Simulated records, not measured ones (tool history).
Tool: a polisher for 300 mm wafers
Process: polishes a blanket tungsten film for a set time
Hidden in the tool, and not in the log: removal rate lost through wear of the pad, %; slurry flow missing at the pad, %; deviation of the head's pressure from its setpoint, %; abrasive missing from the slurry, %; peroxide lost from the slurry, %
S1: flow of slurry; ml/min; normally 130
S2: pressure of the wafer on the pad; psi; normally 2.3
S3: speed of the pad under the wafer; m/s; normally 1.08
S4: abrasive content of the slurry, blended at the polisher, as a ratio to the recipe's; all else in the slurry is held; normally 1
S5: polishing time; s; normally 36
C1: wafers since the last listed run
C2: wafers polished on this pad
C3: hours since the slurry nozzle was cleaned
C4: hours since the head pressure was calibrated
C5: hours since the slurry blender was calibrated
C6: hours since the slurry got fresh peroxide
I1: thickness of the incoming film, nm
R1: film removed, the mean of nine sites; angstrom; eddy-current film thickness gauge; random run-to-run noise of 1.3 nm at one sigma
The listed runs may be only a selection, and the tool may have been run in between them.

run 1 hour=0 | S1=130 S2=2.9 S3=1.08 S4=1 S5=36 | C1=0 C2=1469 C3=404.5 C4=1134.4 C5=314.4 C6=118.5 | I1=1382.4 | R1=1183
-- hour=16.1 worn pad replaced by a new one
run 2 hour=21.5 | S1=130 S2=2.3 S3=1.08 S4=1 S5=36 | C1=165 C2=51 C3=426 C4=1155.9 C5=335.9 C6=140 | I1=1398.2 | R1=987
-- hour=45.3 slurry tank refilled with fresh slurry and peroxide
run 3 hour=48.4 | S1=130 S2=2.3 S3=1.08 S4=1 S5=36 | C1=245 C2=296 C3=452.9 C4=1182.8 C5=362.8 C6=3.1 | I1=1424.8 | R1=1129
-- hour=135 slurry blender recalibrated
run 4 hour=155.1 | S1=130 S2=2.3 S3=1.08 S4=1 S5=36 | C1=992 C2=1289 C3=559.6 C4=1289.5 C5=20.1 C6=109.8 | I1=1411.4 | R1=952
-- hour=176.5 worn pad replaced by a new one
run 5 hour=180 | S1=130 S2=2.3 S3=1.08 S4=1 S5=36 | C1=198 C2=33 C3=584.5 C4=1314.4 C5=45 C6=134.7 | I1=1408.5 | R1=1024
-- hour=190.5 slurry tank refilled with fresh slurry and peroxide
run 6 hour=209 | S1=130 S2=2.3 S3=1.08 S4=1 S5=36 | C1=265 C2=298 C3=613.5 C4=1343.4 C5=74 C6=18.5 | I1=1384.5 | R1=1111
run 7 hour=231.8 | S1=130 S2=2.3 S3=1.08 S4=1 S5=36 | C1=216 C2=514 C3=636.3 C4=1366.2 C5=96.8 C6=41.3 | I1=1399.6 | R1=1086
run 8 hour=250 | S1=130 S2=2.6 S3=1.08 S4=1 S5=36 | C1=172 C2=687 C3=654.5 C4=1384.4 C5=115 C6=59.5 | I1=1422.2 | R1=1224
-- hour=288.9 head pressure recalibrated
run 9 hour=320 | S1=130 S2=2.3 S3=1.08 S4=1 S5=36 | C1=644 C2=1331 C3=724.5 C4=31.1 C5=185 C6=129.5 | I1=1394.1 | R1=947
-- hour=334.8 worn pad replaced by a new one
run 10 hour=349.3 | S1=130 S2=2.3 S3=1.08 S4=1 S5=36 | C1=239 C2=137 C3=753.8 C4=60.4 C5=214.3 C6=158.8 | I1=1410 | R1=996
-- hour=351.4 slurry tank refilled with fresh slurry and peroxide
run 11 hour=363.3 | S1=130 S2=2.3 S3=1.08 S4=1 S5=36 | C1=123 C2=260 C3=767.8 C4=74.4 C5=228.3 C6=11.9 | I1=1413.2 | R1=1089
run 12 hour=395.3 | S1=130 S2=2.3 S3=1.08 S4=1 S5=36 | C1=303 C2=564 C3=799.8 C4=106.4 C5=260.3 C6=43.9 | I1=1397 | R1=1076
-- hour=418.2 slurry nozzle cleaned
run 13 hour=424.8 | S1=90 S2=3 S3=0.7 S4=1 S5=43 | C1=270 C2=834 C3=6.6 C4=135.9 C5=289.8 C6=73.4 | I1=1423.5 | R1=1106
run 14 hour=460.8 | S1=170 S2=1.8 S3=1.46 S4=1 S5=36 | C1=341 C2=1175 C3=42.6 C4=171.9 C5=325.8 C6=109.4 | I1=1398.7 | R1=1015
run 15 hour=479.6 | S1=130 S2=2.3 S3=1.08 S4=0.9 S5=39 | C1=178 C2=1353 C3=61.4 C4=190.7 C5=344.6 C6=128.2 | I1=1383.1 | R1=1001
run 16 hour=492.3 | S1=130 S2=2.3 S3=0.84 S4=1 S5=36 | C1=120 C2=1473 C3=74.1 C4=203.4 C5=357.3 C6=140.9 | I1=1395.4 | R1=777
-- hour=506.7 worn pad replaced by a new one
run 17 hour=507.2 | S1=130 S2=2.3 S3=1.08 S4=1 S5=36 | C1=103 C2=5 C3=89 C4=218.3 C5=372.2 C6=155.8 | I1=1380.1 | R1=1017
-- hour=514 slurry tank refilled with fresh slurry and peroxide
run 18 hour=520 | S1=130 S2=2.3 S3=1.08 S4=1 S5=32 | C1=111 C2=117 C3=101.8 C4=231.1 C5=385 C6=6 | I1=1403.3 | R1=974
run 19 hour=541.4 | S1=130 S2=2.3 S3=1.08 S4=1 S5=36 | C1=202 C2=319 C3=123.2 C4=252.5 C5=406.4 C6=27.4 | I1=1421 | R1=1048
-- hour=557.8 slurry blender recalibrated
run 20 hour=560.4 | S1=110 S2=2.3 S3=0.9 S4=1 S5=36 | C1=161 C2=480 C3=142.2 C4=271.5 C5=2.6 C6=46.4 | I1=1393.9 | R1=891
run 21 hour=583.1 | S1=155 S2=2.3 S3=1.08 S4=1 S5=24 | C1=215 C2=696 C3=164.9 C4=294.2 C5=25.3 C6=69.1 | I1=1400.1 | R1=730
run 22 hour=599.3 | S1=90 S2=3 S3=0.7 S4=1 S5=43 | C1=153 C2=849 C3=181.1 C4=310.4 C5=41.5 C6=85.3 | I1=1390 | R1=1059
run 23 hour=623.7 | S1=90 S2=1.6 S3=1.08 S4=1 S5=36 | C1=231 C2=1080 C3=205.5 C4=334.8 C5=65.9 C6=109.7 | I1=1417.8 | R1=611
-- hour=646.7 slurry tank refilled with fresh slurry and peroxide
-- hour=647.3 worn pad replaced by a new one
run 24 hour=647.8 | S1=170 S2=1.9 S3=1.08 S4=0.8 S5=36 | C1=212 C2=4 C3=229.6 C4=358.9 C5=90 C6=1.1 | I1=1402.1 | R1=898
run 25 hour=676.3 | S1=130 S2=2.3 S3=1.08 S4=1.2 S5=36 | C1=270 C2=274 C3=258.1 C4=387.4 C5=118.5 C6=29.6 | I1=1412.1 | R1=1113

How would selected steps in R1 from run to run divide? Give the signed amount a tool lacking its hidden state would still show from settings, what came in and random variation, and the signed amount left for the hidden state, including any gauge scatter that is not in both of the compared results.
Run 1 -> 2: S2 2.9 -> 2.3, worn pad replaced by a new one. R1 -196 angstrom: hidden state +125, all else -321.
Run 3 -> 4: slurry blender recalibrated. R1 -177 angstrom: hidden state -132, all else -45.
Run 21 -> 22: S1 155 -> 90, S2 2.3 -> 3, S3 1.08 -> 0.7, S5 24 -> 43. R1 +329 angstrom: hidden state -55, all else +384.
Run 22 -> 23: S2 3 -> 1.6, S3 0.7 -> 1.08, S5 43 -> 36. R1 -448 angstrom: hidden state +27, all else -475.
